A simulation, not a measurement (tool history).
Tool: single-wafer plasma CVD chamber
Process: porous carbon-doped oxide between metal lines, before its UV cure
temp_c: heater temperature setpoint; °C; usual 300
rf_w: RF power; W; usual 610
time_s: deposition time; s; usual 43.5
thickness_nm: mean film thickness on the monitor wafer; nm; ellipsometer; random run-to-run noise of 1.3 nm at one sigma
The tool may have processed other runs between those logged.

run    hour  temp_c  rf_w  time_s  wafers since the last listed run  hours since the last thermocouple change  hours since the last RF generator calibration  hours since the showerhead was replaced  hours since the gauge calibration  read-back reference wafer on the same gauge, thickness_nm  thickness_nm
  1     0.0     309   610    43.5                                 0                                    1944.9                                         1332.1                                   6098.6                              624.4                                                    231.771       273.656
  2    26.3     309   610    43.5                               505                                    1971.2                                         1358.4                                   6124.9                              650.7                                                    231.161       275.544
  3    77.5     309   610    43.5                               984                                    2022.4                                         1409.6                                   6176.1                              701.9                                                    230.945       273.126
  4   118.5     300   610    43.5                               788                                    2063.4                                         1450.6                                   6217.1                              742.9                                                    230.602       286.294
  5   186.8     300   610    43.5                              1313                                    2131.7                                         1518.9                                   6285.4                              811.2                                                    230.549       286.488
  6   213.2     300   610    43.5                               507                                    2158.1                                         1545.3                                   6311.8                              837.6                                                    230.420       284.034
  7   256.5     309   550    43.5                               832                                    2201.4                                         1588.6                                   6355.1                              880.9                                                    230.070       258.374
  8   307.5     309   550    43.5                               980                                    2252.4                                         1639.6                                   6406.1                              931.9                                                    229.811       256.583
  9   339.4     300   610    43.5                               613                                    2284.3                                         1671.5                                   6438.0                              963.8                                                    229.525       282.278
 10   366.1     300   610    43.5                               513                                    2311.0                                         1698.2                                   6464.7                              990.5                                                    229.191       283.758
 11   411.4     300   525    43.5                               870                                    2356.3                                         1743.5                                   6510.0                             1035.8                                                    228.782       262.977
 12   443.3     300   525    43.5                               613                                    2388.2                                         1775.4                                   6541.9                             1067.7                                                    228.835       260.948
 13   473.5     288   610    48.4                               580                                    2418.4                                         1805.6                                   6572.1                             1097.9                                                    228.262       335.043
      500.6  -- RF generator calibrated
      522.4  -- thermocouple changed; heater temperature recalibrated
 14   522.9     310   645    40.0                               642                                       0.5                                           22.3                                   6621.5                             1147.3                                                    227.890       253.448
      548.1  -- showerhead replaced
 15   571.8     300   610    43.5                               786                                      49.4                                           71.2                                     23.7                             1196.2                                                    227.488       282.430
 16   635.0     292   610    35.3                              1215                                     112.6                                          134.4                                     86.9                             1259.4                                                    227.212       240.130
 17   693.4     309   530    35.3                              1122                                     171.0                                          192.8                                    145.3                             1317.8                                                    226.446       203.028
 18   721.9     288   545    51.9                               547                                     199.5                                          221.3                                    173.8                             1346.3                                                    226.112       332.777
 19   929.9     315   650    39.5                              3998                                     407.5                                          429.3                                    381.8                             1554.3                                                    223.884       240.689
      985.9  -- gauge calibrated
 20   990.5     300   610    43.5                              1165                                     468.1                                          489.9                                    442.4                                4.6                                                    235.290       290.083
 21  1019.8     300   520    45.9                               563                                     497.4                                          519.2                                    471.7                               33.9                                                    235.315       282.670
 22  1194.3     286   550    38.7                              3354                                     671.9                                          693.7                                    646.2                              208.4                                                    235.120       263.677
 23  1231.1     306   650    46.3                               707                                     708.7                                          730.5                                    683.0                              245.2                                                    234.915       309.697
 24  1283.3     300   610    43.5                              1003                                     760.9                                          782.7                                    735.2                              297.4                                                    234.805       291.383

Across each entry between runs, compare the hidden state at the last listed run before it with the hidden state at the first listed run after it:
After run 13, before run 14: RF generator calibrated (hour 500.6); thermocouple changed; heater temperature recalibrated (hour 522.4)
  gauge reads high (%): -2.37 -> -2.55
  measured less the result without the state, thickness_nm: -8.149 -> -6.641 nm
After run 14, before run 15: showerhead replaced (hour 548.1)
  gauge reads high (%): -2.55 -> -2.74
  measured less the result without the state, thickness_nm: -6.641 -> -7.951 nm
After run 19, before run 20: gauge calibrated (hour 985.9)
  gauge reads high (%): -4.33 -> 0.537
  measured less the result without the state, thickness_nm: -10.885 -> +1.551 nm

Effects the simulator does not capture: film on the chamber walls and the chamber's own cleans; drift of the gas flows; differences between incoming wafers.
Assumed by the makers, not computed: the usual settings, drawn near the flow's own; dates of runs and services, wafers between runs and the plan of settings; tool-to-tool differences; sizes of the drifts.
